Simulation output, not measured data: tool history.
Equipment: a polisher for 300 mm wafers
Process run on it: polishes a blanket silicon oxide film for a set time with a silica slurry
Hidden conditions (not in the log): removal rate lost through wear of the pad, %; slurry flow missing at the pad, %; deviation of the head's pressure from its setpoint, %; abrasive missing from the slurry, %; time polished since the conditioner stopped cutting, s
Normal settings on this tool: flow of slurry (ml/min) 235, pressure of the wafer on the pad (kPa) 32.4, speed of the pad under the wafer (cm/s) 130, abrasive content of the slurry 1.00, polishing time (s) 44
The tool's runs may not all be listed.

run	hour	flow of slurry (ml/min)	pressure of the wafer on the pad (kPa)	speed of the pad under the wafer (cm/s)	abrasive content of the slurry	polishing time (s)	wafers since the last listed run	wafers polished on this pad	hours since the slurry nozzle was cleaned	hours since the head pressure was calibrated	hours since the slurry blender was calibrated	hours since the conditioning disc was replaced	incoming thickness of the incoming film, nm	film removed (angstrom)
1	0.0	235	32.4	130	1.00	44	0	808	642.4	214.0	198.5	29.4	1298.9	1864
2	20.7	235	32.4	130	1.00	44	307	1116	663.1	234.7	219.2	50.1	1284.2	1859
3	34.9	235	32.4	130	1.05	44	211	1327	677.3	248.9	233.4	64.3	1302.0	1896
4	69.1	235	32.4	130	1.00	44	508	1836	711.5	283.1	267.6	98.5	1312.2	1866
5	91.3	235	32.4	130	1.00	44	330	2166	733.7	305.3	289.8	120.7	1278.0	1836
# hour 107.1: worn pad replaced by a new one
6	127.0	235	32.4	130	1.00	44	471	295	769.4	341.0	325.5	156.4	1299.8	1837
7	199.2	235	32.4	130	1.00	44	1073	1368	841.6	413.2	397.7	228.6	1269.9	1825
8	216.9	235	32.4	130	1.00	44	263	1631	859.3	430.9	415.4	246.3	1301.6	1806
9	236.1	235	32.4	130	1.00	44	285	1917	878.5	450.1	434.6	265.5	1298.5	1807
10	248.6	255	32.4	130	0.80	44	185	2103	891.0	462.6	447.1	278.0	1307.1	1646
# hour 262.2: head pressure recalibrated
# hour 273.7: worn pad replaced by a new one
# hour 280.4: slurry blender recalibrated
11	280.9	255	32.4	130	0.80	44	361	77	923.3	18.7	0.5	310.3	1293.4	1650
12	297.4	280	32.4	130	1.00	37	245	322	939.8	35.2	17.0	326.8	1287.3	1533
# hour 314.0: slurry nozzle cleaned
13	314.5	235	32.4	130	1.00	44	239	561	0.5	52.3	34.1	343.9	1274.5	1786
14	329.2	235	32.4	130	1.00	44	218	780	15.2	67.0	48.8	358.6	1266.5	1759
15	357.6	235	28.3	130	1.20	57	422	1202	43.6	95.4	77.2	387.0	1302.4	2144
16	378.3	235	32.4	130	1.00	44	307	1510	64.3	116.1	97.9	407.7	1288.6	1759
# hour 420.5: conditioning disc replaced and pad reconditioned
# hour 421.1: worn pad replaced by a new one
17	427.0	210	32.4	130	1.00	44	685	86	113.0	164.8	146.6	6.5	1291.9	1839
18	446.7	180	32.4	86	1.20	44	292	379	132.7	184.5	166.3	26.2	1302.5	1391
19	481.4	235	32.4	130	1.00	30	515	895	167.4	219.2	201.0	60.9	1282.0	1268
20	516.4	235	22.8	100	1.00	44	520	1416	202.4	254.2	236.0	95.9	1284.7	1069
# hour 562.0: worn pad replaced by a new one
21	586.8	205	28.3	130	1.00	44	987	369	272.8	324.6	306.4	166.3	1301.7	1581
22	618.2	235	32.4	130	1.00	44	466	836	304.2	356.0	337.8	197.7	1286.0	1826
23	649.2	235	32.4	130	1.00	44	460	1297	335.2	387.0	368.8	228.7	1273.5	1829
24	676.4	235	32.4	130	1.00	44	404	1701	362.4	414.2	396.0	255.9	1299.8	1812
# hour 698.2: slurry blender recalibrated
# hour 711.8: worn pad replaced by a new one
25	712.3	305	41.4	164	1.00	44	444	6	398.3	450.1	14.1	291.8	1275.8	2728

What if the next run were any one of these 4? Each begins from the tool's condition after run 25:
A	712.7	235	32.4	130	1.00	44	5	12	398.7	450.5	14.5	292.2	1290.3	?
B	712.7	235	37.2	168	1.30	44	5	12	398.7	450.5	14.5	292.2	1290.3	?
C	712.7	235	32.4	130	0.80	32	5	12	398.7	450.5	14.5	292.2	1290.3	?
D	712.7	235	32.4	118	1.00	44	5	12	398.7	450.5	14.5	292.2	1290.3	?

run	film removed (angstrom)
A	1813
B	2764
C	1200
D	1685
Had the tool no hidden state, the same runs would have come out as:
run	film removed (angstrom)
A	1913
B	2983
C	1266
D	1770
